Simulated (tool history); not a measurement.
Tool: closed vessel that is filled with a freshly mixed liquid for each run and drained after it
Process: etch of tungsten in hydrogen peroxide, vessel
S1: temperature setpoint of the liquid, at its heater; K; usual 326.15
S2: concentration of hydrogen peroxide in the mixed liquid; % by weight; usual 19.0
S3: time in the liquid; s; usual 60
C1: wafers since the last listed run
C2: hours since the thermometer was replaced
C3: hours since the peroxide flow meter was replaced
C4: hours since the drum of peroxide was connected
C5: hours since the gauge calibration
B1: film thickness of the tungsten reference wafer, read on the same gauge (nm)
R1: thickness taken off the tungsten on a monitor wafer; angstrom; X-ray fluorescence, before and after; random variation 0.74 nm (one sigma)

run,day,S1,S2,S3,C1,C2,C3,C4,C5,B1,R1
1,0.000,326.15,19.0,60,0,1068.5,978.8,204.4,273.7,110.03,1966.4
2,0.925,326.15,19.0,60,2250,1090.7,1001.0,226.6,295.9,110.04,1944.9
3,2.262,326.15,19.0,60,3253,1122.8,1033.1,258.7,328.0,109.97,1949.9
4,3.062,326.15,19.0,60,1946,1142.0,1052.3,277.9,347.2,110.00,1937.0
5,3.612,326.15,19.0,60,1337,1155.2,1065.5,291.1,360.4,109.97,1931.0
6,4.721,326.15,19.0,60,2696,1181.8,1092.1,317.7,387.0,110.01,1939.6
7,5.567,326.15,19.0,60,2057,1202.1,1112.4,338.0,407.3,109.95,1928.6
8,6.304,326.15,19.0,60,1793,1219.8,1130.1,355.7,425.0,110.00,1934.3
# day 10.062: peroxide flow meter replaced
9,10.512,326.15,19.0,60,10135,1320.8,10.8,456.7,526.0,110.03,1932.9
# day 11.196: thermometer replaced
10,11.488,326.15,20.0,60,2270,7.0,34.2,480.1,549.4,109.99,1976.0
11,12.479,331.15,23.5,30,2412,30.8,58.0,503.9,573.2,109.98,1431.8
12,12.983,326.15,19.0,60,1226,42.9,70.1,516.0,585.3,109.98,1923.3
13,14.392,326.15,19.0,60,3425,76.7,103.9,549.8,619.1,110.03,1911.2
# day 15.417: gauge calibrated
14,15.829,326.15,24.0,60,3496,111.2,138.4,584.3,9.9,109.97,2129.8
# day 17.638: new drum of peroxide connected
15,19.092,331.15,23.5,30,7834,189.5,216.7,34.9,88.2,110.02,1474.5
16,20.442,323.15,22.0,60,3283,221.9,249.1,67.3,120.6,110.01,1771.8
17,21.725,321.65,19.0,90,3121,252.7,279.9,98.1,151.4,109.98,2238.9
18,23.054,334.15,19.0,40,3233,284.6,311.8,130.0,183.3,110.01,2091.9
19,23.658,333.15,21.5,60,1469,299.1,326.3,144.5,197.8,109.95,3127.3
20,24.225,332.65,19.0,60,1378,312.7,339.9,158.1,211.4,110.03,2871.2
21,24.838,333.15,19.0,45,1489,327.4,354.6,172.8,226.1,109.98,2205.9

Forecast each of these 5 alternatives for the next run:
A,24.867,326.15,19.0,60,70,328.1,355.3,173.5,226.8,?,?
B,24.867,326.15,22.0,60,70,328.1,355.3,173.5,226.8,?,?
C,24.867,332.15,20.5,75,70,328.1,355.3,173.5,226.8,?,?
D,24.867,332.15,19.0,60,70,328.1,355.3,173.5,226.8,?,?
E,24.867,326.15,21.5,80,70,328.1,355.3,173.5,226.8,?,?

run,B1,R1
A,109.99,1947.2
B,109.99,2095.3
C,109.99,3600.4
D,109.99,2772.9
E,109.99,2761.8
Without the tool's hidden state the same runs would have given:
run,R1
A,1975.8
B,2126.0
C,3653.2
D,2813.6
E,2802.3

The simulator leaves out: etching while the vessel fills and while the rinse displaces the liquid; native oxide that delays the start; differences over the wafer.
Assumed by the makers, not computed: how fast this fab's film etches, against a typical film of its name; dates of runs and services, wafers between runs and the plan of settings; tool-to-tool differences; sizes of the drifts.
